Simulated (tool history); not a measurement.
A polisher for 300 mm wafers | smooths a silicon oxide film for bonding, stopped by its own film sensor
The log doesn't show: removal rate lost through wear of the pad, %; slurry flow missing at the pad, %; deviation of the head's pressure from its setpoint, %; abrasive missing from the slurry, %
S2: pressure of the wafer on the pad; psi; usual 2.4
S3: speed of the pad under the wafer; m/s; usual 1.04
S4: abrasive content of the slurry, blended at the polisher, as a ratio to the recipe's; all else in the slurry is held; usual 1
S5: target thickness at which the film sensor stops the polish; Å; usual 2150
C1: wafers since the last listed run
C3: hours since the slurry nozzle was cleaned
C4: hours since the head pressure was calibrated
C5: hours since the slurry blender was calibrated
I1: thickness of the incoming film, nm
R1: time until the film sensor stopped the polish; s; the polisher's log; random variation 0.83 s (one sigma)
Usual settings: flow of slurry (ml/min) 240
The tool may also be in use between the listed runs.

run 1 hour=0 | flow_of_slurry_(ml/min)=240 S2=1.8 S3=1.04 S4=1 S5=2150 | C1=0 wafers_polished_on_this_pad=2252 C3=150.1 C4=674.9 C5=123.6 | I1=270.1 | R1=77
run 2 hour=44.7 | flow_of_slurry_(ml/min)=240 S2=2.4 S3=1.04 S4=1 S5=2150 | C1=380 wafers_polished_on_this_pad=2632 C3=194.8 C4=719.6 C5=168.3 | I1=269.3 | R1=61
run 3 hour=69.6 | flow_of_slurry_(ml/min)=240 S2=2.4 S3=1.04 S4=1 S5=2150 | C1=211 wafers_polished_on_this_pad=2844 C3=219.7 C4=744.5 C5=193.2 | I1=265.5 | R1=59.4
run 4 hour=110.7 | flow_of_slurry_(ml/min)=240 S2=2.4 S3=1.04 S4=1 S5=2150 | C1=349 wafers_polished_on_this_pad=3193 C3=260.8 C4=785.6 C5=234.3 | I1=269.7 | R1=65.4
run 5 hour=174.1 | flow_of_slurry_(ml/min)=240 S2=2.4 S3=1.04 S4=1.05 S5=2150 | C1=538 wafers_polished_on_this_pad=3732 C3=324.2 C4=849 C5=297.7 | I1=267.6 | R1=61
run 6 hour=198.6 | flow_of_slurry_(ml/min)=240 S2=2.4 S3=1.04 S4=1 S5=2150 | C1=208 wafers_polished_on_this_pad=3941 C3=348.7 C4=873.5 C5=322.2 | I1=275.8 | R1=73.6
-- hour=219.7 worn pad replaced by a new one
run 7 hour=223.9 | flow_of_slurry_(ml/min)=240 S2=2.4 S3=1.04 S4=1 S5=2150 | C1=181 wafers_polished_on_this_pad=35 C3=374 C4=898.8 C5=347.5 | I1=266.9 | R1=54.1
-- hour=256.3 slurry blender recalibrated
run 8 hour=275.9 | flow_of_slurry_(ml/min)=240 S2=2.4 S3=1.04 S4=1 S5=2070 | C1=425 wafers_polished_on_this_pad=460 C3=426 C4=950.8 C5=19.6 | I1=268.1 | R1=65.9
run 9 hour=308.5 | flow_of_slurry_(ml/min)=195 S2=1.8 S3=1.26 S4=1 S5=2320 | C1=277 wafers_polished_on_this_pad=737 C3=458.6 C4=983.4 C5=52.2 | I1=269.3 | R1=43.5
run 10 hour=352.3 | flow_of_slurry_(ml/min)=240 S2=1.6 S3=1.04 S4=1 S5=2230 | C1=372 wafers_polished_on_this_pad=1110 C3=502.4 C4=1027.2 C5=96 | I1=270.4 | R1=68.7
run 11 hour=419.8 | flow_of_slurry_(ml/min)=240 S2=2.4 S3=1.04 S4=1.2 S5=2070 | C1=573 wafers_polished_on_this_pad=1684 C3=569.9 C4=1094.7 C5=163.5 | I1=269.8 | R1=65.6
run 12 hour=458.2 | flow_of_slurry_(ml/min)=240 S2=2.4 S3=1.04 S4=1 S5=2150 | C1=326 wafers_polished_on_this_pad=2010 C3=608.3 C4=1133.1 C5=201.9 | I1=266.5 | R1=56.8
run 13 hour=527.3 | flow_of_slurry_(ml/min)=295 S2=2.4 S3=1.04 S4=1.25 S5=2150 | C1=587 wafers_polished_on_this_pad=2598 C3=677.4 C4=1202.2 C5=271 | I1=269.8 | R1=56.2
-- hour=561.6 head pressure recalibrated
run 14 hour=563.9 | flow_of_slurry_(ml/min)=240 S2=2.4 S3=1.04 S4=1 S5=2150 | C1=294 wafers_polished_on_this_pad=2892 C3=714 C4=2.3 C5=307.6 | I1=272.2 | R1=64.9
-- hour=572.7 slurry nozzle cleaned
-- hour=615.5 worn pad replaced by a new one, of another model than before
run 15 hour=616 | flow_of_slurry_(ml/min)=185 S2=2.4 S3=0.9 S4=0.7 S5=2150 | C1=400 wafers_polished_on_this_pad=4 C3=43.3 C4=54.4 C5=359.7 | I1=270.2 | R1=74.6
run 16 hour=654.3 | flow_of_slurry_(ml/min)=240 S2=2.9 S3=1.04 S4=1 S5=2150 | C1=325 wafers_polished_on_this_pad=329 C3=81.6 C4=92.7 C5=398 | I1=270.6 | R1=48.3
-- hour=694.1 slurry blender recalibrated
run 17 hour=723.9 | flow_of_slurry_(ml/min)=240 S2=2.4 S3=1.04 S4=1 S5=2150 | C1=574 wafers_polished_on_this_pad=904 C3=151.2 C4=162.3 C5=29.8 | I1=269.2 | R1=59.3
run 18 hour=764.1 | flow_of_slurry_(ml/min)=165 S2=2.4 S3=0.86 S4=1.2 S5=2060 | C1=341 wafers_polished_on_this_pad=1246 C3=191.4 C4=202.5 C5=70 | I1=272 | R1=84.4
run 19 hour=832.6 | flow_of_slurry_(ml/min)=205 S2=1.6 S3=1.22 S4=1 S5=2090 | C1=582 wafers_polished_on_this_pad=1828 C3=259.9 C4=271 C5=138.5 | I1=268.8 | R1=93.8
run 20 hour=880.5 | flow_of_slurry_(ml/min)=240 S2=2.4 S3=1.04 S4=0.85 S5=2150 | C1=407 wafers_polished_on_this_pad=2235 C3=307.8 C4=318.9 C5=186.4 | I1=269.5 | R1=65.3
run 21 hour=948 | flow_of_slurry_(ml/min)=240 S2=2.4 S3=1.04 S4=0.8 S5=2150 | C1=573 wafers_polished_on_this_pad=2809 C3=375.3 C4=386.4 C5=253.9 | I1=270.2 | R1=70
run 22 hour=1016.1 | flow_of_slurry_(ml/min)=240 S2=2.4 S3=1.04 S4=1 S5=2150 | C1=578 wafers_polished_on_this_pad=3388 C3=443.4 C4=454.5 C5=322 | I1=269.8 | R1=65.8

The next listed run, before its measurement:
-- hour=1032.4 worn pad replaced by a new one
-- hour=1081.7 slurry blender recalibrated
run 23 hour=1083.9 | flow_of_slurry_(ml/min)=240 S2=2.9 S3=1.04 S4=1 S5=2250 | C1=525 wafers_polished_on_this_pad=420 C3=511.2 C4=522.3 C5=2.2 | I1=268.6 | R1=?

{"run 23": {"R1": 38.5}}
Without the tool's hidden state the same run would have given R1 37.8 s.
